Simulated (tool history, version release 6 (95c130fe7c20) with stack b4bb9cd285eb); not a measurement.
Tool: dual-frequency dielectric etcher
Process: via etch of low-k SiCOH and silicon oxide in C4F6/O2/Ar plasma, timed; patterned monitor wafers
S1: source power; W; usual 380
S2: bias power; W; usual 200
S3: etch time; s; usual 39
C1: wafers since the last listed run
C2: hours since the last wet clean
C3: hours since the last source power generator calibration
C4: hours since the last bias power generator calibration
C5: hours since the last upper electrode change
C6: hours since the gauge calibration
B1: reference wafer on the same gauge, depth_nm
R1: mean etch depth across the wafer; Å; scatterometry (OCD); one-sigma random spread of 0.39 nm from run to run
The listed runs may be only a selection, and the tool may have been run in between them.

| run | hour | S1 | S2 | S3 | C1 | C2 | C3 | C4 | C5 | C6 | B1 | R1 |
|---|---|---|---|---|---|---|---|---|---|---|---|---|
| 1 | 0 | 380 | 229 | 47 | 0 | 50 | 3790.4 | 2063.1 | 5530.8 | 307.2 | 90 | 1305 |
| 2 | 34.2 | 380 | 229 | 47 | 293 | 84.2 | 3824.6 | 2097.3 | 5565 | 341.4 | 90.1 | 1308 |
| 3 | 62.3 | 380 | 229 | 47 | 241 | 112.3 | 3852.7 | 2125.4 | 5593.1 | 369.5 | 89.9 | 1310 |
| 4 | 84 | 380 | 200 | 34.5 | 186 | 134 | 3874.4 | 2147.1 | 5614.8 | 391.2 | 89.9 | 917 |
| 5 | 122.6 | 380 | 200 | 34.5 | 331 | 172.6 | 3913 | 2185.7 | 5653.4 | 429.8 | 90.1 | 912 |
| 6 | 143.9 | 380 | 200 | 48 | 182 | 193.9 | 3934.3 | 2207 | 5674.7 | 451.1 | 90 | 1270 |
| 7 | 162.3 | 380 | 200 | 48 | 157 | 212.3 | 3952.7 | 2225.4 | 5693.1 | 469.5 | 89.9 | 1266 |
| 8 | 185.1 | 380 | 200 | 39 | 195 | 235.1 | 3975.5 | 2248.2 | 5715.9 | 492.3 | 90.1 | 1031 |
|  | 214 | upper electrode replaced |
| 9 | 214.5 | 380 | 200 | 39 | 46 | 264.5 | 4004.9 | 2277.6 | 0.5 | 521.7 | 89.9 | 1033 |
| 10 | 237.6 | 380 | 220 | 39 | 198 | 287.6 | 4028 | 2300.7 | 23.6 | 544.8 | 89.9 | 1058 |
| 11 | 250.2 | 380 | 220 | 39 | 108 | 300.2 | 4040.6 | 2313.3 | 36.2 | 557.4 | 90 | 1057 |
| 12 | 281.4 | 380 | 220 | 39 | 267 | 331.4 | 4071.8 | 2344.5 | 67.4 | 588.6 | 90.1 | 1057 |
|  | 297.9 | source power generator calibrated |
| 13 | 311.9 | 380 | 200 | 39 | 227 | 361.9 | 14 | 2375 | 97.9 | 619.1 | 89.9 | 1017 |
| 14 | 324.3 | 380 | 200 | 39 | 106 | 374.3 | 26.4 | 2387.4 | 110.3 | 631.5 | 90 | 1032 |
| 15 | 337.2 | 350 | 235 | 39 | 110 | 387.2 | 39.3 | 2400.3 | 123.2 | 644.4 | 90 | 1051 |
|  | 373.1 | wet clean of the chamber |
| 16 | 373.6 | 290 | 248 | 46.5 | 106 | 0.5 | 75.7 | 2436.7 | 159.6 | 680.8 | 90 | 1176 |
| 17 | 392.6 | 380 | 200 | 34.5 | 162 | 19.5 | 94.7 | 2455.7 | 178.6 | 699.8 | 90.1 | 883 |
| 18 | 421.6 | 380 | 233 | 39 | 248 | 48.5 | 123.7 | 2484.7 | 207.6 | 728.8 | 90.1 | 1054 |
|  | 423.6 | gauge calibrated |
| 19 | 456.5 | 410 | 169 | 39 | 299 | 83.4 | 158.6 | 2519.6 | 242.5 | 32.9 | 90 | 970 |
| 20 | 477.7 | 380 | 200 | 32.5 | 181 | 104.6 | 179.8 | 2540.8 | 263.7 | 54.1 | 90.1 | 827 |
|  | 500.9 | bias power generator calibrated |
|  | 531.4 | wet clean of the chamber, repeated, since the last time left the tool worse |
| 21 | 531.9 | 380 | 200 | 47 | 224 | 0.5 | 234 | 31 | 317.9 | 108.3 | 89.9 | 1257 |

What does the tool deliver on the next run?
| 22 | 534 | 480 | 164 | 30 | 18 | 2.6 | 236.1 | 33.1 | 320 | 110.4 | ? | ? |

Run 22 produced B1 90.1, R1 813 Å.
If the tool had no hidden condition, the same run with the same run-to-run variation would have returned R1 815 Å.

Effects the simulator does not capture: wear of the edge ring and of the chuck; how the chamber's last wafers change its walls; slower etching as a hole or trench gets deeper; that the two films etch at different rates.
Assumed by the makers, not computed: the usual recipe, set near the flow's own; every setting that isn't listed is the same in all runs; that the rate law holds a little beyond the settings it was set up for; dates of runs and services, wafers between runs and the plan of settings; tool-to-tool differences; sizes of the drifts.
